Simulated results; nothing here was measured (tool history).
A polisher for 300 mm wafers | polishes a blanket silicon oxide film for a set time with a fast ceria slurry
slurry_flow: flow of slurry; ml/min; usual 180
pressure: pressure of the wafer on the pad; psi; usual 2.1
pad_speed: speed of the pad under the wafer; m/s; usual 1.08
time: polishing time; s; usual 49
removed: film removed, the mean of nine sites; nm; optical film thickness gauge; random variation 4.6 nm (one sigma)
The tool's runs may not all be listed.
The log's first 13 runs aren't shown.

run,hour,slurry_flow,pressure,pad_speed,time,"incoming thickness of the incoming film, nm",removed
14,154.7,180,2.1,1.08,49,2298.1,672.7
15,172.5,180,2.1,1.08,49,2343.7,674.3
# hour 181.7: worn pad replaced by a new one
16,182.1,180,2.1,1.24,49,2354.7,813.3
17,192.2,150,2.1,0.72,49,2313.2,450.6
18,207.3,180,2.1,1.08,49,2326.1,687.6
19,213.3,180,1.8,1.08,49,2300.4,589.1
20,224.5,180,1.4,1.30,61,2330.2,688.4
21,241.8,160,1.4,1.08,65,2345.3,589.4
22,251.3,180,2.1,1.08,49,2285.2,679.7
23,267.5,180,1.7,1.32,49,2349.1,660.8
# hour 281.9: worn pad replaced by a new one
24,283.3,180,2.1,1.08,58,2312.2,832.3
25,291.0,240,2.7,1.38,38,2355.7,922.4
26,300.1,215,2.1,1.08,49,2316.6,709.2
# hour 304.1: slurry nozzle cleaned
27,315.6,215,2.7,1.08,49,2300.5,907.8
28,326.5,180,2.1,1.08,49,2347.1,683.1
29,343.7,230,2.1,0.90,65,2344.4,779.5
30,359.9,150,1.9,0.92,49,2335.6,505.1
31,376.6,180,2.1,1.08,49,2304.9,671.2
32,393.4,200,2.1,1.08,49,2353.7,682.5
# hour 398.8: worn pad replaced by a new one
33,407.0,230,2.1,1.08,58,2369.0,855.3
34,417.1,180,2.7,1.08,53,2318.6,958.3
35,427.8,180,2.1,1.08,49,2317.7,675.5
36,436.6,200,1.8,0.74,44,2373.9,362.4

The next listed run, before its measurement:
37,444.4,220,2.7,0.76,43,2338.8,?

removed: 552.7 nm
Without the tool's hidden state the same run would have given removed 578.2 nm.

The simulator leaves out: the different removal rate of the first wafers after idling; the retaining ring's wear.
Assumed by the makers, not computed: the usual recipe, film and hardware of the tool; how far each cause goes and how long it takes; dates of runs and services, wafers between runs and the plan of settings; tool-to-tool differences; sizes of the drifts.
